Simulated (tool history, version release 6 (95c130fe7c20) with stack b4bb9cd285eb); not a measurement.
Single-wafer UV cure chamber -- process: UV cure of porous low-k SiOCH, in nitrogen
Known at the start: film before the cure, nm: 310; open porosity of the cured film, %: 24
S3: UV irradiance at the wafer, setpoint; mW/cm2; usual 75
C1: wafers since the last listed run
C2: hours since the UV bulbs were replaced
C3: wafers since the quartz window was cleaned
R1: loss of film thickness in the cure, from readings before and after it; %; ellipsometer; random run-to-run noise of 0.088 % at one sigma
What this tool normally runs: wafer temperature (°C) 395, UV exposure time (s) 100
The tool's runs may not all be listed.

run 1 hour=0 | wafer_temperature_(°C)=395 UV_exposure_time_(s)=100 S3=93 | C1=0 C2=1816.5 C3=1244 | R1=8.438
run 2 hour=10.8 | wafer_temperature_(°C)=395 UV_exposure_time_(s)=100 S3=93 | C1=46 C2=1827.3 C3=1291 | R1=8.501
run 3 hour=21.5 | wafer_temperature_(°C)=395 UV_exposure_time_(s)=100 S3=75 | C1=46 C2=1838 C3=1337 | R1=7.47
run 4 hour=31.6 | wafer_temperature_(°C)=395 UV_exposure_time_(s)=100 S3=75 | C1=43 C2=1848.1 C3=1381 | R1=7.52
run 5 hour=64.9 | wafer_temperature_(°C)=395 UV_exposure_time_(s)=140 S3=97 | C1=144 C2=1881.4 C3=1526 | R1=10.16
run 6 hour=75.4 | wafer_temperature_(°C)=395 UV_exposure_time_(s)=140 S3=97 | C1=45 C2=1891.9 C3=1572 | R1=10.187
-- hour=85.2 UV bulbs replaced
run 7 hour=85.7 | wafer_temperature_(°C)=410 UV_exposure_time_(s)=145 S3=75 | C1=9 C2=0.5 C3=1582 | R1=9.387
run 8 hour=100.6 | wafer_temperature_(°C)=395 UV_exposure_time_(s)=100 S3=75 | C1=64 C2=15.4 C3=1646 | R1=7.364
run 9 hour=118.4 | wafer_temperature_(°C)=395 UV_exposure_time_(s)=155 S3=41 | C1=77 C2=33.2 C3=1724 | R1=6.579
-- hour=138 quartz window cleaned
run 10 hour=138.5 | wafer_temperature_(°C)=377 UV_exposure_time_(s)=125 S3=89 | C1=52 C2=53.3 C3=2 | R1=9.718
run 11 hour=143.5 | wafer_temperature_(°C)=395 UV_exposure_time_(s)=155 S3=41 | C1=21 C2=58.3 C3=23 | R1=7.517
run 12 hour=153.6 | wafer_temperature_(°C)=382 UV_exposure_time_(s)=100 S3=52 | C1=43 C2=68.4 C3=67 | R1=6.27
run 13 hour=170.4 | wafer_temperature_(°C)=411 UV_exposure_time_(s)=125 S3=75 | C1=73 C2=85.2 C3=140 | R1=9.672
run 14 hour=181.2 | wafer_temperature_(°C)=413 UV_exposure_time_(s)=60 S3=75 | C1=46 C2=96 C3=187 | R1=6.213
run 15 hour=192.7 | wafer_temperature_(°C)=395 UV_exposure_time_(s)=130 S3=75 | C1=49 C2=107.5 C3=237 | R1=9.204

Entry by entry between the runs, the difference in hidden state between the last listed run before and the first listed run after:
After run 6, before run 7: UV bulbs replaced (hour 85.2)
  transmission lost against a clean window, %: 17.6 -> 18.1
  measured minus no-state result, R1: -0.958 -> -0.971 %
After run 9, before run 10: quartz window cleaned (hour 138)
  transmission lost against a clean window, %: 19.4 -> 1.91
  measured minus no-state result, R1: -0.957 -> -0.094 %

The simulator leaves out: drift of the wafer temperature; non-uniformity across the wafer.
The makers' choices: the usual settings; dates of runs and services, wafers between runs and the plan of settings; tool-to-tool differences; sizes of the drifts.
